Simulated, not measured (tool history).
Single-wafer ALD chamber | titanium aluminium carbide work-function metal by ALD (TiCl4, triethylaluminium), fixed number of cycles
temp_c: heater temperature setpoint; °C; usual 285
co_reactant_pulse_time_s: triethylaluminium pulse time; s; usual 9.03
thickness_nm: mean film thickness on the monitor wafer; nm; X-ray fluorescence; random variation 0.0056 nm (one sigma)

| run | day | temp_c | co_reactant_pulse_time_s | wafers since the last listed run | hours since the last thermocouple change | hours since the last triethylaluminium bottle change | hours since the showerhead was replaced | hours since the gauge calibration | read-back reference wafer on the same gauge, thickness_nm | thickness_nm |
|---|---|---|---|---|---|---|---|---|---|---|
| 1 | 0.000 | 285 | 10.93 | 0 | 620.8 | 151.7 | 2039.7 | 2010.9 | 2.010 | 1.882 |
| 2 | 4.429 | 285 | 7.12 | 1469 | 727.1 | 258.0 | 2146.0 | 2117.2 | 2.010 | 1.715 |
| 3 | 6.808 | 285 | 7.12 | 789 | 784.2 | 315.1 | 2203.1 | 2174.3 | 2.009 | 1.714 |
| 4 | 10.179 | 285 | 9.03 | 1118 | 865.1 | 396.0 | 2284.0 | 2255.2 | 2.011 | 1.813 |
| 5 | 12.729 | 285 | 9.03 | 846 | 926.3 | 457.2 | 2345.2 | 2316.4 | 2.009 | 1.803 |
| 6 | 15.404 | 285 | 9.03 | 887 | 990.5 | 521.4 | 2409.4 | 2380.6 | 2.010 | 1.806 |
| 7 | 19.283 | 285 | 9.03 | 1287 | 1083.6 | 614.5 | 2502.5 | 2473.7 | 2.009 | 1.798 |
| 8 | 21.650 | 292 | 9.96 | 785 | 1140.4 | 671.3 | 2559.3 | 2530.5 | 2.010 | 1.902 |
| 9 | 23.662 | 292 | 9.96 | 667 | 1188.7 | 719.6 | 2607.6 | 2578.8 | 2.009 | 1.901 |
| 10 | 27.500 | 294 | 9.03 | 1273 | 1280.8 | 811.7 | 2699.7 | 2670.9 | 2.010 | 1.881 |
| 11 | 31.988 | 294 | 9.03 | 1488 | 1388.5 | 919.4 | 2807.4 | 2778.6 | 2.009 | 1.878 |
|  | 35.254 | gauge calibrated |
| 12 | 35.712 | 285 | 9.03 | 1235 | 1477.9 | 1008.8 | 2896.8 | 11.0 | 2.011 | 1.779 |
| 13 | 38.204 | 285 | 9.03 | 826 | 1537.7 | 1068.6 | 2956.6 | 70.8 | 2.010 | 1.783 |
| 14 | 40.271 | 285 | 9.03 | 685 | 1587.3 | 1118.2 | 3006.2 | 120.4 | 2.012 | 1.782 |
| 15 | 42.800 | 285 | 9.03 | 839 | 1648.0 | 1178.9 | 3066.9 | 181.1 | 2.009 | 1.791 |
| 16 | 46.400 | 285 | 9.03 | 1194 | 1734.4 | 1265.3 | 3153.3 | 267.5 | 2.011 | 1.775 |
| 17 | 50.250 | 285 | 9.03 | 1277 | 1826.8 | 1357.7 | 3245.7 | 359.9 | 2.012 | 1.781 |
| 18 | 52.212 | 281 | 6.70 | 651 | 1873.9 | 1404.8 | 3292.8 | 407.0 | 2.010 | 1.599 |
| 19 | 56.633 | 295 | 5.68 | 1466 | 1980.0 | 1510.9 | 3398.9 | 513.1 | 2.011 | 1.592 |
| 20 | 60.879 | 296 | 5.84 | 1408 | 2081.9 | 1612.8 | 3500.8 | 615.0 | 2.010 | 1.613 |

The next listed run, before its measurement:
|  | 63.692 | showerhead replaced |
| 21 | 65.362 | 285 | 9.03 | 1376 | 2189.5 | 1720.4 | 40.1 | 722.6 | ? | ? |

{"run 21": {"read-back reference wafer on the same gauge, thickness_nm": 2.009, "thickness_nm": 1.787}}
Without the tool's hidden state the same run would have given thickness_nm 1.846 nm.
